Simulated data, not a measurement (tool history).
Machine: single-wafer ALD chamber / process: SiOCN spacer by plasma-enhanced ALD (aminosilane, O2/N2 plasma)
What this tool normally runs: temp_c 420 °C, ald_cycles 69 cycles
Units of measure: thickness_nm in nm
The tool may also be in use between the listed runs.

run	hour	temp_c	ald_cycles	wafers since the last listed run	hours since the last thermocouple change	hours since the gauge calibration	read-back reference wafer on the same gauge, thickness_nm	thickness_nm
1	0.0	420	69	0	478.0	953.0	4.250	4.003
2	103.7	420	61	487	581.7	1056.7	4.249	3.555
3	193.6	420	61	422	671.6	1146.6	4.254	3.563
4	277.6	420	61	395	755.6	1230.6	4.251	3.561
5	351.4	420	69	347	829.4	1304.4	4.251	4.007
6	494.0	420	69	670	972.0	1447.0	4.250	4.016
7	558.3	420	69	302	1036.3	1511.3	4.251	4.020
8	661.6	420	69	485	1139.6	1614.6	4.249	4.019
9	729.1	420	69	317	1207.1	1682.1	4.250	4.002
# hour 827.0: gauge calibrated
10	920.3	420	69	899	1398.3	93.3	4.251	3.979
11	961.4	420	69	193	1439.4	134.4	4.250	3.975
12	1048.8	420	69	411	1526.8	221.8	4.250	3.968
13	1085.3	420	69	171	1563.3	258.3	4.251	3.969
14	1128.9	412	78	205	1606.9	301.9	4.248	4.610
15	1199.3	428	82	331	1677.3	372.3	4.248	4.588
16	1285.9	414	77	407	1763.9	458.9	4.252	4.497
17	1336.6	420	69	238	1814.6	509.6	4.251	3.936
# hour 1425.9: thermocouple changed; heater temperature recalibrated
18	1498.0	406	69	721	72.1	671.0	4.248	4.209
19	1600.6	420	69	482	174.7	773.6	4.250	4.030
20	1690.7	420	69	423	264.8	863.7	4.252	4.020
21	1781.2	431	81	425	355.3	954.2	4.253	4.578
22	1848.3	429	60	315	422.4	1021.3	4.246	3.401
23	1894.3	414	80	216	468.4	1067.3	4.248	4.755
24	2039.7	427	79	684	613.8	1212.7	4.249	4.490

For some of the steps in thickness_nm from one run to the next: how much would appear even if the tool had no hidden state, given the settings, what came in and random variation, and how much remains for the hidden state plus any gauge scatter that the measured result and the result without hidden state don't share?
Hidden state present: wafer temperature above the value expected at the setpoint (K); gauge reads high (%).
Run 9 -> 10: gauge calibrated. thickness_nm -0.023 nm: hidden state -0.012, all else -0.011.
Run 17 -> 18: temp_c 420 -> 406, thermocouple changed; heater temperature recalibrated. thickness_nm +0.273 nm: hidden state +0.078, all else +0.195.
Run 21 -> 22: temp_c 431 -> 429, ald_cycles 81 -> 60. thickness_nm -1.177 nm: hidden state +0.000, all else -1.177.
Run 22 -> 23: temp_c 429 -> 414, ald_cycles 60 -> 80. thickness_nm +1.354 nm: hidden state -0.002, all else +1.356.
